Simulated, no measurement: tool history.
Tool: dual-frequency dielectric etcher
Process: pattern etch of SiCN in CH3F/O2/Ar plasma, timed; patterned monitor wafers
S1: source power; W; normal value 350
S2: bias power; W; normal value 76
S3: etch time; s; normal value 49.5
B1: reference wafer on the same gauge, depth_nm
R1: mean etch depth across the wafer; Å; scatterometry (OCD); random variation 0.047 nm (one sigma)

run 1 hour=0.0 | S1=350 S2=76 S3=49.5 | B1=22.49 | R1=198.7
run 2 hour=54.3 | S1=350 S2=76 S3=49.5 | B1=22.49 | R1=198.6
run 3 hour=122.2 | S1=350 S2=76 S3=49.5 | B1=22.48 | R1=199.3
-- hour=173.6 gauge calibrated
run 4 hour=179.2 | S1=350 S2=76 S3=49.5 | B1=22.49 | R1=199.4
-- hour=307.5 upper electrode replaced
-- hour=316.6 wet clean of the chamber
run 5 hour=341.8 | S1=350 S2=76 S3=49.5 | B1=22.51 | R1=197.9
run 6 hour=374.7 | S1=350 S2=76 S3=49.5 | B1=22.51 | R1=197.6
-- hour=420.0 source power generator calibrated
-- hour=429.4 bias power generator calibrated
run 7 hour=444.6 | S1=350 S2=76 S3=49.5 | B1=22.50 | R1=193.7
run 8 hour=505.6 | S1=350 S2=76 S3=49.5 | B1=22.49 | R1=194.3
run 9 hour=577.0 | S1=320 S2=71 S3=54.5 | B1=22.49 | R1=194.8
run 10 hour=646.3 | S1=350 S2=64 S3=58.0 | B1=22.51 | R1=207.5
run 11 hour=702.3 | S1=350 S2=76 S3=44.0 | B1=22.53 | R1=173.9
-- hour=728.0 gauge calibrated
run 12 hour=755.3 | S1=350 S2=76 S3=49.5 | B1=22.50 | R1=196.5
run 13 hour=814.2 | S1=350 S2=76 S3=62.0 | B1=22.50 | R1=246.6
run 14 hour=921.6 | S1=410 S2=89 S3=38.5 | B1=22.52 | R1=184.3

Exercise: give the hidden state of the tool at every run:
bias power that arrives over what is set, %: 0 in every run
gauge reads high (%): 0 in every run
H1: etch rate over this chamber's usual, %
H2: source power that arrives over what is set, %
run=1 H1=0.413 H2=4.39
run=2 H1=0.506 H2=4.42
run=3 H1=0.621 H2=4.44
run=4 H1=0.718 H2=4.47
run=5 H1=-0.0677 H2=4.52
run=6 H1=-0.0117 H2=4.53
run=7 H1=0.107 H2=0.267
run=8 H1=0.211 H2=0.67
run=9 H1=0.332 H2=1.1
run=10 H1=0.45 H2=1.48
run=11 H1=0.546 H2=1.76
run=12 H1=0.636 H2=2.01
run=13 H1=0.736 H2=2.27
run=14 H1=0.919 H2=2.69
